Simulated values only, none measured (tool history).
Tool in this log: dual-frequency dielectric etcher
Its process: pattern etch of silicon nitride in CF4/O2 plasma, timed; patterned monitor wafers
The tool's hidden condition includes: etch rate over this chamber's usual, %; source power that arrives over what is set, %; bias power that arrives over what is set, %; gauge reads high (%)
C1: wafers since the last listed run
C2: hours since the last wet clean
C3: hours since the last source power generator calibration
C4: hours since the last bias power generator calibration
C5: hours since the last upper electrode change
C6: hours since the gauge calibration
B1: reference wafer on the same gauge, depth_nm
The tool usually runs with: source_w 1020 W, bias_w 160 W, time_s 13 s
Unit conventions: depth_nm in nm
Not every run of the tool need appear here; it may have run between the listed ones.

Run 1, hour 0: usual settings; C1 0; C2 243.9; C3 2565.1; C4 1881.5; C5 4030.4; C6 218.5; B1 42.2. Result: depth_nm 44.77 nm.
Run 2, hour 36.6: usual settings; C1 444; C2 280.5; C3 2601.7; C4 1918.1; C5 4067; C6 255.1; B1 42.19. Result: depth_nm 44.94 nm.
Run 3, hour 62.2: usual settings but bias_w 179 W, time_s 10.5 s; C1 310; C2 306.1; C3 2627.3; C4 1943.7; C5 4092.6; C6 280.7; B1 42.19. Result: depth_nm 37.6 nm.
Run 4, hour 98.1: usual settings but bias_w 179 W, time_s 10.5 s; C1 436; C2 342; C3 2663.2; C4 1979.6; C5 4128.5; C6 316.6; B1 42.2. Result: depth_nm 37.43 nm.
At hour 156.5: wet clean of the chamber.
Run 5, hour 157: usual settings but bias_w 179 W, time_s 10.5 s; C1 423; C2 0.5; C3 2722.1; C4 2038.5; C5 4187.4; C6 375.5; B1 42.2. Result: depth_nm 37.43 nm.
Run 6, hour 161.3: usual settings; C1 52; C2 4.8; C3 2726.4; C4 2042.8; C5 4191.7; C6 379.8; B1 42.18. Result: depth_nm 45.04 nm.
At hour 190.4: source power generator calibrated.
Run 7, hour 194: usual settings; C1 348; C2 37.5; C3 3.6; C4 2075.5; C5 4224.4; C6 412.5; B1 42.19. Result: depth_nm 44.92 nm.
At hour 207.6: bias power generator calibrated.
Run 8, hour 228.1: usual settings but source_w 770 W; C1 365; C2 71.6; C3 37.7; C4 20.5; C5 4258.5; C6 446.6; B1 42.21. Result: depth_nm 39.23 nm.
Run 9, hour 253.4: usual settings but bias_w 138 W, time_s 11.5 s; C1 307; C2 96.9; C3 63; C4 45.8; C5 4283.8; C6 471.9; B1 42.22. Result: depth_nm 38.11 nm.
At hour 287.3: gauge calibrated.
Run 10, hour 290.5: usual settings; C1 450; C2 134; C3 100.1; C4 82.9; C5 4320.9; C6 3.2; B1 42.2. Result: depth_nm 44.99 nm.
Run 11, hour 322.3: usual settings but source_w 870 W, time_s 15 s; C1 386; C2 165.8; C3 131.9; C4 114.7; C5 4352.7; C6 35; B1 42.19. Result: depth_nm 48.21 nm.
At hour 371.4: upper electrode replaced.
Run 12, hour 375.8: usual settings; C1 358; C2 219.3; C3 185.4; C4 168.2; C5 4.4; C6 88.5; B1 42.18. Result: depth_nm 44.81 nm.
Run 13, hour 437.2: usual settings but source_w 1150 W, bias_w 187 W, time_s 16.5 s; C1 745; C2 280.7; C3 246.8; C4 229.6; C5 65.8; C6 149.9; B1 42.18. Result: depth_nm 63.3 nm.
Run 14, hour 470: usual settings but source_w 800 W; C1 398; C2 313.5; C3 279.6; C4 262.4; C5 98.6; C6 182.7; B1 42.23. Result: depth_nm 39.88 nm.

State the hidden condition of the tool at each of the runs:
etch rate over this chamber's usual, %: 0 in every run
source power that arrives over what is set, %: 0 in every run
bias power that arrives over what is set, %: 0 in every run
gauge reads high (%): 0 in every run

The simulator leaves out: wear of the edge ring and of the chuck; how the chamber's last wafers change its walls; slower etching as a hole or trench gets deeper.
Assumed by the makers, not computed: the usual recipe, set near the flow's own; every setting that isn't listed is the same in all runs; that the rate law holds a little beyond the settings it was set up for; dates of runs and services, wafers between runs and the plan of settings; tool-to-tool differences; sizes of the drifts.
